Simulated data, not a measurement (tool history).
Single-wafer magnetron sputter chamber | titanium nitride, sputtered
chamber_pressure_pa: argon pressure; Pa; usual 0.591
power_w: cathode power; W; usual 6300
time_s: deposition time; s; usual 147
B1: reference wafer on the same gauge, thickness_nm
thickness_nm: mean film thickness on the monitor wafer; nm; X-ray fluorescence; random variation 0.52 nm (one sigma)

run 1 day=0.000 | chamber_pressure_pa=0.591 power_w=6300 time_s=139 | B1=146.048 | thickness_nm=163.389
run 2 day=1.133 | chamber_pressure_pa=0.591 power_w=6300 time_s=139 | B1=145.986 | thickness_nm=162.699
run 3 day=1.796 | chamber_pressure_pa=0.591 power_w=6300 time_s=147 | B1=146.109 | thickness_nm=173.288
run 4 day=2.467 | chamber_pressure_pa=0.591 power_w=6300 time_s=147 | B1=146.060 | thickness_nm=173.418
run 5 day=3.854 | chamber_pressure_pa=0.591 power_w=6300 time_s=147 | B1=146.131 | thickness_nm=171.729
run 6 day=5.092 | chamber_pressure_pa=0.591 power_w=6300 time_s=147 | B1=146.109 | thickness_nm=171.232
run 7 day=6.583 | chamber_pressure_pa=0.645 power_w=6300 time_s=147 | B1=145.881 | thickness_nm=167.265
run 8 day=7.571 | chamber_pressure_pa=0.645 power_w=6300 time_s=147 | B1=145.941 | thickness_nm=166.534
run 9 day=8.883 | chamber_pressure_pa=0.738 power_w=6300 time_s=147 | B1=146.043 | thickness_nm=159.984
run 10 day=9.633 | chamber_pressure_pa=0.738 power_w=6300 time_s=147 | B1=146.099 | thickness_nm=160.073
run 11 day=11.112 | chamber_pressure_pa=0.412 power_w=6300 time_s=127 | B1=146.057 | thickness_nm=159.182
run 12 day=11.821 | chamber_pressure_pa=0.412 power_w=6300 time_s=127 | B1=145.894 | thickness_nm=159.500
run 13 day=13.000 | chamber_pressure_pa=0.591 power_w=6300 time_s=147 | B1=145.952 | thickness_nm=169.766
run 14 day=14.371 | chamber_pressure_pa=0.591 power_w=6300 time_s=147 | B1=146.037 | thickness_nm=169.710
run 15 day=15.388 | chamber_pressure_pa=0.591 power_w=6300 time_s=139 | B1=146.074 | thickness_nm=160.282
run 16 day=16.746 | chamber_pressure_pa=0.774 power_w=6300 time_s=157 | B1=146.030 | thickness_nm=167.228
run 17 day=17.271 | chamber_pressure_pa=0.772 power_w=7250 time_s=147 | B1=146.100 | thickness_nm=173.419
-- day=18.112 sputter target and shields replaced
run 18 day=18.717 | chamber_pressure_pa=0.820 power_w=6300 time_s=132 | B1=145.904 | thickness_nm=140.665
run 19 day=19.750 | chamber_pressure_pa=0.731 power_w=6300 time_s=170 | B1=146.004 | thickness_nm=187.632
-- day=20.529 capacitance manometer re-zeroed and calibrated
run 20 day=20.550 | chamber_pressure_pa=0.421 power_w=6300 time_s=147 | B1=146.019 | thickness_nm=190.339
run 21 day=21.179 | chamber_pressure_pa=0.591 power_w=6300 time_s=147 | B1=146.081 | thickness_nm=177.470
run 22 day=22.358 | chamber_pressure_pa=0.591 power_w=6300 time_s=139 | B1=146.041 | thickness_nm=167.366
-- day=22.750 magnet pack replaced
run 23 day=23.604 | chamber_pressure_pa=0.591 power_w=7850 time_s=156 | B1=145.998 | thickness_nm=221.197
run 24 day=24.258 | chamber_pressure_pa=0.591 power_w=6300 time_s=147 | B1=146.118 | thickness_nm=177.616
-- day=24.371 gauge calibrated
run 25 day=24.771 | chamber_pressure_pa=0.591 power_w=5700 time_s=137 | B1=145.995 | thickness_nm=153.240
run 26 day=26.100 | chamber_pressure_pa=0.591 power_w=6300 time_s=147 | B1=145.969 | thickness_nm=176.056
run 27 day=27.200 | chamber_pressure_pa=0.591 power_w=6300 time_s=147 | B1=145.921 | thickness_nm=175.378
run 28 day=28.388 | chamber_pressure_pa=0.591 power_w=5350 time_s=130 | B1=145.997 | thickness_nm=138.443
run 29 day=30.612 | chamber_pressure_pa=0.738 power_w=6300 time_s=147 | B1=145.923 | thickness_nm=165.427
run 30 day=31.625 | chamber_pressure_pa=0.591 power_w=7050 time_s=147 | B1=145.783 | thickness_nm=190.724
run 31 day=32.338 | chamber_pressure_pa=0.423 power_w=5300 time_s=166 | B1=145.993 | thickness_nm=188.035
run 32 day=33.100 | chamber_pressure_pa=0.591 power_w=6300 time_s=147 | B1=146.012 | thickness_nm=174.496
run 33 day=34.425 | chamber_pressure_pa=0.377 power_w=5400 time_s=124 | B1=146.138 | thickness_nm=144.766
run 34 day=35.542 | chamber_pressure_pa=0.591 power_w=6300 time_s=131 | B1=146.036 | thickness_nm=154.801

5 ways to go on from here, each from the tool as it stands after run 34. What would each give?
run A day=35.558 | chamber_pressure_pa=0.591 power_w=6300 time_s=135 | B1=? | thickness_nm=?
run B day=35.558 | chamber_pressure_pa=0.591 power_w=7700 time_s=131 | B1=? | thickness_nm=?
run C day=35.558 | chamber_pressure_pa=0.774 power_w=5850 time_s=147 | B1=? | thickness_nm=?
run D day=35.558 | chamber_pressure_pa=0.394 power_w=6800 time_s=132 | B1=? | thickness_nm=?
run E day=35.558 | chamber_pressure_pa=0.673 power_w=6300 time_s=132 | B1=? | thickness_nm=?

run=A B1=145.854 thickness_nm=159.405
run=B B1=145.854 thickness_nm=179.433
run=C B1=145.854 thickness_nm=152.709
run=D B1=145.854 thickness_nm=179.131
run=E B1=145.854 thickness_nm=150.651
Without the tool's hidden state the same runs would have given:
run=A thickness_nm=164.852
run=B thickness_nm=185.565
run=C thickness_nm=158.592
run=D thickness_nm=184.361
run=E thickness_nm=156.098
